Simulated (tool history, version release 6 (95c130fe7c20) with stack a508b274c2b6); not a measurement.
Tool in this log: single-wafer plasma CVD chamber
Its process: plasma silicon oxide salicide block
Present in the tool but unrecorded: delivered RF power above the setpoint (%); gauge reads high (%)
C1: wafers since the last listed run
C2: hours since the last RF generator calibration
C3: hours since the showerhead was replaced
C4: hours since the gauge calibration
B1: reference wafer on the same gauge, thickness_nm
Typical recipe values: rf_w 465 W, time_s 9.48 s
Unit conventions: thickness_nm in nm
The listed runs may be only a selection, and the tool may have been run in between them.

{"run": 1, "hour": 0.0, "rf_w": 465, "time_s": 9.48, "C1": 0, "C2": 2234.2, "C3": 4127.3, "C4": 2.3, "B1": 95.108, "thickness_nm": 82.896}
{"run": 2, "hour": 17.7, "rf_w": 465, "time_s": 9.48, "C1": 628, "C2": 2251.9, "C3": 4145.0, "C4": 20.0, "B1": 95.275, "thickness_nm": 82.314}
{"run": 3, "hour": 33.7, "rf_w": 465, "time_s": 9.48, "C1": 568, "C2": 2267.9, "C3": 4161.0, "C4": 36.0, "B1": 95.164, "thickness_nm": 82.878}
{"run": 4, "hour": 40.5, "rf_w": 465, "time_s": 9.48, "C1": 241, "C2": 2274.7, "C3": 4167.8, "C4": 42.8, "B1": 95.161, "thickness_nm": 81.951}
{"run": 5, "hour": 56.1, "rf_w": 465, "time_s": 9.48, "C1": 554, "C2": 2290.3, "C3": 4183.4, "C4": 58.4, "B1": 95.072, "thickness_nm": 83.389}
{"run": 6, "hour": 73.8, "rf_w": 465, "time_s": 9.48, "C1": 628, "C2": 2308.0, "C3": 4201.1, "C4": 76.1, "B1": 95.089, "thickness_nm": 82.806}
{"hour": 88.0, "done": "RF generator calibrated"}
{"hour": 114.6, "done": "showerhead replaced"}
{"run": 7, "hour": 115.1, "rf_w": 465, "time_s": 9.48, "C1": 899, "C2": 27.1, "C3": 0.5, "C4": 117.4, "B1": 95.178, "thickness_nm": 82.393}
{"run": 8, "hour": 131.0, "rf_w": 465, "time_s": 9.48, "C1": 565, "C2": 43.0, "C3": 16.4, "C4": 133.3, "B1": 95.143, "thickness_nm": 82.763}
{"run": 9, "hour": 141.6, "rf_w": 465, "time_s": 9.48, "C1": 376, "C2": 53.6, "C3": 27.0, "C4": 143.9, "B1": 95.103, "thickness_nm": 82.38}
{"run": 10, "hour": 152.1, "rf_w": 465, "time_s": 9.95, "C1": 373, "C2": 64.1, "C3": 37.5, "C4": 154.4, "B1": 95.152, "thickness_nm": 86.338}
{"hour": 156.6, "done": "gauge calibrated"}
{"run": 11, "hour": 162.6, "rf_w": 430, "time_s": 7.59, "C1": 373, "C2": 74.6, "C3": 48.0, "C4": 6.0, "B1": 95.137, "thickness_nm": 64.51}
{"run": 12, "hour": 175.1, "rf_w": 465, "time_s": 9.48, "C1": 444, "C2": 87.1, "C3": 60.5, "C4": 18.5, "B1": 95.068, "thickness_nm": 82.523}
{"run": 13, "hour": 192.4, "rf_w": 465, "time_s": 9.48, "C1": 614, "C2": 104.4, "C3": 77.8, "C4": 35.8, "B1": 95.056, "thickness_nm": 82.71}
{"run": 14, "hour": 199.6, "rf_w": 465, "time_s": 9.48, "C1": 255, "C2": 111.6, "C3": 85.0, "C4": 43.0, "B1": 95.074, "thickness_nm": 83.036}
{"run": 15, "hour": 217.4, "rf_w": 525, "time_s": 8.98, "C1": 632, "C2": 129.4, "C3": 102.8, "C4": 60.8, "B1": 95.175, "thickness_nm": 81.06}
{"run": 16, "hour": 228.8, "rf_w": 435, "time_s": 11.26, "C1": 405, "C2": 140.8, "C3": 114.2, "C4": 72.2, "B1": 95.081, "thickness_nm": 96.285}
{"run": 17, "hour": 241.2, "rf_w": 465, "time_s": 10.34, "C1": 440, "C2": 153.2, "C3": 126.6, "C4": 84.6, "B1": 95.007, "thickness_nm": 90.262}
{"run": 18, "hour": 257.5, "rf_w": 545, "time_s": 8.49, "C1": 579, "C2": 169.5, "C3": 142.9, "C4": 100.9, "B1": 95.143, "thickness_nm": 77.901}
{"run": 19, "hour": 269.3, "rf_w": 400, "time_s": 8.78, "C1": 419, "C2": 181.3, "C3": 154.7, "C4": 112.7, "B1": 95.072, "thickness_nm": 73.144}
{"run": 20, "hour": 281.2, "rf_w": 465, "time_s": 9.48, "C1": 422, "C2": 193.2, "C3": 166.6, "C4": 124.6, "B1": 95.214, "thickness_nm": 82.506}
{"run": 21, "hour": 293.0, "rf_w": 510, "time_s": 11.0, "C1": 419, "C2": 205.0, "C3": 178.4, "C4": 136.4, "B1": 95.136, "thickness_nm": 98.585}

5 options for the next run, each taken on its own from the tool as it stands now. Forecast them:
{"run": "A", "hour": 293.4, "rf_w": 465, "time_s": 9.48, "C1": 14, "C2": 205.4, "C3": 178.8, "C4": 136.8, "B1": "?", "thickness_nm": "?"}
{"run": "B", "hour": 293.4, "rf_w": 415, "time_s": 7.75, "C1": 14, "C2": 205.4, "C3": 178.8, "C4": 136.8, "B1": "?", "thickness_nm": "?"}
{"run": "C", "hour": 293.4, "rf_w": 415, "time_s": 10.82, "C1": 14, "C2": 205.4, "C3": 178.8, "C4": 136.8, "B1": "?", "thickness_nm": "?"}
{"run": "D", "hour": 293.4, "rf_w": 390, "time_s": 8.32, "C1": 14, "C2": 205.4, "C3": 178.8, "C4": 136.8, "B1": "?", "thickness_nm": "?"}
{"run": "E", "hour": 293.4, "rf_w": 395, "time_s": 10.24, "C1": 14, "C2": 205.4, "C3": 178.8, "C4": 136.8, "B1": "?", "thickness_nm": "?"}

run=A B1=95.102 thickness_nm=82.624
run=B B1=95.102 thickness_nm=65.297
run=C B1=95.102 thickness_nm=91.163
run=D B1=95.102 thickness_nm=68.815
run=E B1=95.102 thickness_nm=85.017
Stripped of hidden state, with their random variation kept, the same runs would have yielded:
run=A thickness_nm=82.624
run=B thickness_nm=65.297
run=C thickness_nm=91.163
run=D thickness_nm=68.815
run=E thickness_nm=85.017
